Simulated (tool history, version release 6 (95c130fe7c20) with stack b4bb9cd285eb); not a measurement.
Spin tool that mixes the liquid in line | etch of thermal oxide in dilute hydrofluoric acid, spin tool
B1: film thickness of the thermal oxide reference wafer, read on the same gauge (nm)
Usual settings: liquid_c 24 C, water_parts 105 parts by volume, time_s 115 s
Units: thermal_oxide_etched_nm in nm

Run 1, hour 0: usual settings but water_parts 90 parts by volume, time_s 160 s; B1 109.97. Result: thermal_oxide_etched_nm 6.73 nm.
Run 2, hour 15.6: usual settings but water_parts 90 parts by volume, time_s 160 s; B1 110. Result: thermal_oxide_etched_nm 6.75 nm.
Run 3, hour 31.9: usual settings; B1 110.01. Result: thermal_oxide_etched_nm 4.09 nm.
Run 4, hour 42.7: usual settings; B1 110.02. Result: thermal_oxide_etched_nm 4.06 nm.
Run 5, hour 50.8: usual settings; B1 109.99. Result: thermal_oxide_etched_nm 4.07 nm.
Run 6, hour 58.4: usual settings; B1 110. Result: thermal_oxide_etched_nm 4.05 nm.
Run 7, hour 71.8: usual settings; B1 110.02. Result: thermal_oxide_etched_nm 4.06 nm.
At hour 77.6: gauge calibrated.
Run 8, hour 88.6: usual settings but liquid_c 27 C, water_parts 125 parts by volume; B1 109.97. Result: thermal_oxide_etched_nm 3.7 nm.
Run 9, hour 99.8: usual settings but water_parts 155 parts by volume, time_s 145 s; B1 110.03. Result: thermal_oxide_etched_nm 3.24 nm.
At hour 121.6: thermometer replaced.
At hour 122.7: hydrofluoric acid flow meter replaced.
Run 10, hour 123.1: usual settings but time_s 140 s; B1 109.99. Result: thermal_oxide_etched_nm 5.67 nm.
Run 11, hour 138.3: usual settings; B1 110. Result: thermal_oxide_etched_nm 4.65 nm.
Run 12, hour 156.3: usual settings but liquid_c 28.5 C; B1 110.01. Result: thermal_oxide_etched_nm 5.55 nm.
Run 13, hour 166.6: usual settings but water_parts 85 parts by volume; B1 110.03. Result: thermal_oxide_etched_nm 5.91 nm.
Run 14, hour 174.3: usual settings but water_parts 125 parts by volume, time_s 55 s; B1 110.02. Result: thermal_oxide_etched_nm 1.83 nm.

Forecast each of these 5 alternatives for the next run:
Run A, hour 174.7: usual settings but water_parts 120 parts by volume; B1 ?. Result: thermal_oxide_etched_nm ?.
Run B, hour 174.7: usual settings but liquid_c 28 C, water_parts 55 parts by volume, time_s 70 s; B1 ?. Result: thermal_oxide_etched_nm ?.
Run C, hour 174.7: usual settings but liquid_c 26 C, water_parts 130 parts by volume, time_s 95 s; B1 ?. Result: thermal_oxide_etched_nm ?.
Run D, hour 174.7: usual settings but liquid_c 28.5 C, water_parts 90 parts by volume, time_s 135 s; B1 ?. Result: thermal_oxide_etched_nm ?.
Run E, hour 174.7: usual settings but liquid_c 22.5 C; B1 ?. Result: thermal_oxide_etched_nm ?.

run   B1  thermal_oxide_etched_nm
  A  110                        4
  B  110                     6.79
  C  110                     3.26
  D  110                     7.75
  E  110                     4.39
Without the tool's hidden state the same runs would have given:
run  thermal_oxide_etched_nm
  A                     4.08
  B                      6.9
  C                     3.32
  D                     7.89
  E                     4.47

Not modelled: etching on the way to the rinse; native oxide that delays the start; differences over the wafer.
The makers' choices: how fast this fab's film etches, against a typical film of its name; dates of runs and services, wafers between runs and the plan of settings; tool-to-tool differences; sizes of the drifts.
